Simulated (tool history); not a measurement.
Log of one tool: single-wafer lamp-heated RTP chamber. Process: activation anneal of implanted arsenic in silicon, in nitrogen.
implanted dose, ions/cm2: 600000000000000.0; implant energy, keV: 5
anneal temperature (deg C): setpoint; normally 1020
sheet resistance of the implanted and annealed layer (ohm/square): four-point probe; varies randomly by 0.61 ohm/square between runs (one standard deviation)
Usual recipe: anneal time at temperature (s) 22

| run | hour | anneal temperature (deg C) | anneal time at temperature (s) | wafers since the last listed run | wafers since the last pyrometer calibration | wafers since the reflector plate was cleaned | hours since the gauge calibration | read-back reference wafer on the same gauge, sheet resistance | sheet resistance of the implanted and annealed layer (ohm/square) |
|---|---|---|---|---|---|---|---|---|---|
| 1 | 0.0 | 1036 | 22 | 0 | 4578 | 5418 | 279.0 | 214.96 | 168.85 |
| 2 | 88.1 | 1036 | 22 | 1382 | 5960 | 6800 | 367.1 | 214.89 | 167.94 |
| 3 | 156.5 | 1020 | 22 | 1073 | 7034 | 7874 | 435.5 | 214.99 | 174.67 |
|  | 235.4 | pyrometer window cleaned and pyrometer calibrated |
| 4 | 238.4 | 1003 | 31 | 1159 | 47 | 9033 | 517.4 | 215.20 | 183.16 |
|  | 272.0 | reflector plate cleaned |
| 5 | 290.9 | 1003 | 31 | 698 | 745 | 295 | 569.9 | 215.06 | 180.29 |
| 6 | 350.4 | 1020 | 26 | 933 | 1679 | 1229 | 629.4 | 214.99 | 174.17 |
| 7 | 410.9 | 1020 | 26 | 949 | 2628 | 2178 | 689.9 | 215.02 | 173.40 |
| 8 | 505.9 | 1020 | 26 | 1490 | 4119 | 3669 | 784.9 | 214.98 | 173.95 |
| 9 | 557.5 | 1020 | 22 | 809 | 4928 | 4478 | 836.5 | 214.94 | 176.05 |
| 10 | 597.7 | 1020 | 22 | 630 | 5559 | 5109 | 876.7 | 215.07 | 175.82 |
| 11 | 662.2 | 1020 | 32 | 1011 | 6571 | 6121 | 941.2 | 215.11 | 168.31 |
| 12 | 736.0 | 1020 | 32 | 1157 | 7729 | 7279 | 1015.0 | 214.84 | 169.41 |
|  | 780.1 | pyrometer window cleaned and pyrometer calibrated |
|  | 783.6 | reflector plate cleaned |
| 13 | 810.2 | 1040 | 22 | 983 | 417 | 417 | 1089.2 | 215.07 | 169.10 |
| 14 | 885.8 | 1042 | 28 | 1186 | 1603 | 1603 | 1164.8 | 215.08 | 164.47 |
| 15 | 937.7 | 1042 | 28 | 814 | 2417 | 2417 | 1216.7 | 214.94 | 164.07 |
| 16 | 1044.9 | 1042 | 28 | 1681 | 4099 | 4099 | 1323.9 | 214.94 | 162.65 |
| 17 | 1082.0 | 1020 | 22 | 582 | 4681 | 4681 | 1361.0 | 214.89 | 175.24 |
| 18 | 1159.4 | 1039 | 26 | 1214 | 5896 | 5896 | 1438.4 | 215.04 | 164.55 |
|  | 1210.4 | pyrometer window cleaned and pyrometer calibrated |
| 19 | 1223.3 | 1046 | 30 | 877 | 202 | 6773 | 1502.3 | 215.13 | 163.03 |
| 20 | 1261.3 | 1020 | 22 | 596 | 798 | 7369 | 1540.3 | 215.05 | 179.76 |
|  | 1287.0 | reflector plate cleaned |
| 21 | 1319.1 | 1040 | 22 | 781 | 1579 | 502 | 1598.1 | 214.83 | 168.97 |
| 22 | 1582.3 | 1004 | 34 | 4129 | 5709 | 4632 | 1861.3 | 214.84 | 173.94 |
|  | 1604.5 | gauge calibrated |
| 23 | 1638.1 | 1020 | 22 | 875 | 6584 | 5507 | 33.6 | 214.92 | 175.94 |
|  | 1670.5 | pyrometer window cleaned and pyrometer calibrated |
| 24 | 1677.7 | 1003 | 17 | 495 | 113 | 6003 | 73.2 | 215.07 | 196.05 |
| 25 | 1776.7 | 1012 | 22 | 1553 | 1666 | 7556 | 172.2 | 215.05 | 180.55 |
|  | 1790.0 | reflector plate cleaned |
| 26 | 1825.0 | 1020 | 31 | 632 | 2299 | 548 | 220.5 | 214.98 | 170.14 |
| 27 | 1889.7 | 1032 | 28 | 1015 | 3314 | 1563 | 285.2 | 215.04 | 167.66 |
| 28 | 1944.0 | 1020 | 22 | 851 | 4166 | 2415 | 339.5 | 215.01 | 176.99 |
| 29 | 2034.2 | 995 | 22 | 1415 | 5581 | 3831 | 429.7 | 214.95 | 187.41 |
| 30 | 2075.5 | 1031 | 22 | 647 | 6229 | 4479 | 471.0 | 215.05 | 170.87 |
|  | 2130.0 | pyrometer window cleaned and pyrometer calibrated |
| 31 | 2180.8 | 1020 | 22 | 1526 | 797 | 6005 | 576.3 | 215.01 | 179.59 |
| 32 | 2240.6 | 1020 | 28 | 938 | 1735 | 6943 | 636.1 | 215.16 | 173.26 |
| 33 | 2325.1 | 1020 | 22 | 1325 | 3061 | 8269 | 720.6 | 215.13 | 176.33 |
|  | 2353.8 | reflector plate cleaned |
| 34 | 2374.8 | 1020 | 22 | 654 | 3715 | 328 | 770.3 | 214.99 | 175.71 |
| 35 | 2461.6 | 1003 | 16 | 1361 | 5077 | 1690 | 857.1 | 215.01 | 190.33 |

5 ways to go on from here, each from the tool as it stands after run 35. What would each give?
| A | 2462.0 | 1020 | 22 | 6 | 5083 | 1696 | 857.5 | ? | ? |
| B | 2462.0 | 1039 | 22 | 6 | 5083 | 1696 | 857.5 | ? | ? |
| C | 2462.0 | 1010 | 13 | 6 | 5083 | 1696 | 857.5 | ? | ? |
| D | 2462.0 | 1041 | 9 | 6 | 5083 | 1696 | 857.5 | ? | ? |
| E | 2462.0 | 990 | 17 | 6 | 5083 | 1696 | 857.5 | ? | ? |

| run | read-back reference wafer on the same gauge, sheet resistance | sheet resistance of the implanted and annealed layer (ohm/square) |
|---|---|---|
| A | 215.04 | 175.74 |
| B | 215.04 | 168.05 |
| C | 215.04 | 191.67 |
| D | 215.04 | 183.98 |
| E | 215.04 | 197.33 |
Had the tool no hidden state, the same runs would have come out as:
| run | sheet resistance of the implanted and annealed layer (ohm/square) |
|---|---|
| A | 180.97 |
| B | 172.47 |
| C | 198.40 |
| D | 189.53 |
| E | 204.96 |
